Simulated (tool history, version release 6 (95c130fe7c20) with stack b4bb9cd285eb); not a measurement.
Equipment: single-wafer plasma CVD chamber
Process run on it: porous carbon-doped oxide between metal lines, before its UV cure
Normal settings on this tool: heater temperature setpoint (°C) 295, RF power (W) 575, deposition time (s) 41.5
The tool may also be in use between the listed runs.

run	day	heater temperature setpoint (°C)	RF power (W)	deposition time (s)	read-back reference wafer on the same gauge, thickness_nm	mean film thickness on the monitor wafer (Å)
1	0	295	575	41.5	209.005	2386.54
# day 0.808: gauge calibrated
2	0.975	302	575	41.5	208.97	2293.58
3	2.238	295	575	41.5	209.101	2393.32
4	6.671	295	575	41.5	209.021	2380.38
5	7.408	295	575	41.5	208.866	2376.37
6	8.588	295	575	41.5	208.888	2370.39
7	9.229	295	575	36.8	208.975	2121.2
8	10.621	295	575	41.5	208.922	2382.07
9	11.442	295	575	41.5	209.06	2368.69
10	12.85	295	575	41.5	208.961	2369.7
11	13.379	295	575	41.5	209.024	2370.58
12	14.083	295	520	41.5	209.003	2142.14
13	15.108	295	520	41.5	208.999	2138.67
14	16.238	295	520	41.5	209.103	2133.56
15	17.008	295	575	41.5	209.003	2374.08
16	17.846	295	575	41.5	208.801	2374.99
# day 18.496: thermocouple changed; heater temperature recalibrated
# day 18.517: gauge calibrated
17	19.029	295	575	41.5	208.976	2308.17
18	20.471	290	690	41.5	209.016	2807.39
# day 20.871: showerhead replaced
19	21.342	280	650	38.9	209.035	2649.07
20	22.388	295	520	46.3	209.042	2301.34
# day 23.983: RF generator calibrated
21	24.004	295	575	41.5	209.054	2470.93
22	24.225	300	485	39.1	209.021	1895.09
23	25.367	286	510	37.9	208.952	2096.33
24	26.762	295	575	41.5	209.014	2464.27
25	27.379	295	575	34.4	208.936	2053.27
26	27.992	295	615	45	209.064	2834.33
27	28.879	280	675	46.5	209.031	3463.21
28	29.875	308	575	48.6	208.958	2679.01
29	30.621	295	575	41.5	208.94	2459.91

Each row is a separate what-if for the run after 29, all from the same tool condition, not one after another. Results?
A	30.638	303	575	41.5	?	?
B	30.638	303	630	37	?	?
C	30.638	286	575	41.5	?	?
D	30.638	283	545	37.3	?	?

run	read-back reference wafer on the same gauge, thickness_nm	mean film thickness on the monitor wafer (Å)
A	209.176	2361.62
B	209.176	2303.02
C	209.176	2586.06
D	209.176	2247.08
Had the tool no hidden state, the same runs would have come out as:
run	mean film thickness on the monitor wafer (Å)
A	2388.44
B	2328.93
C	2615.69
D	2273.34
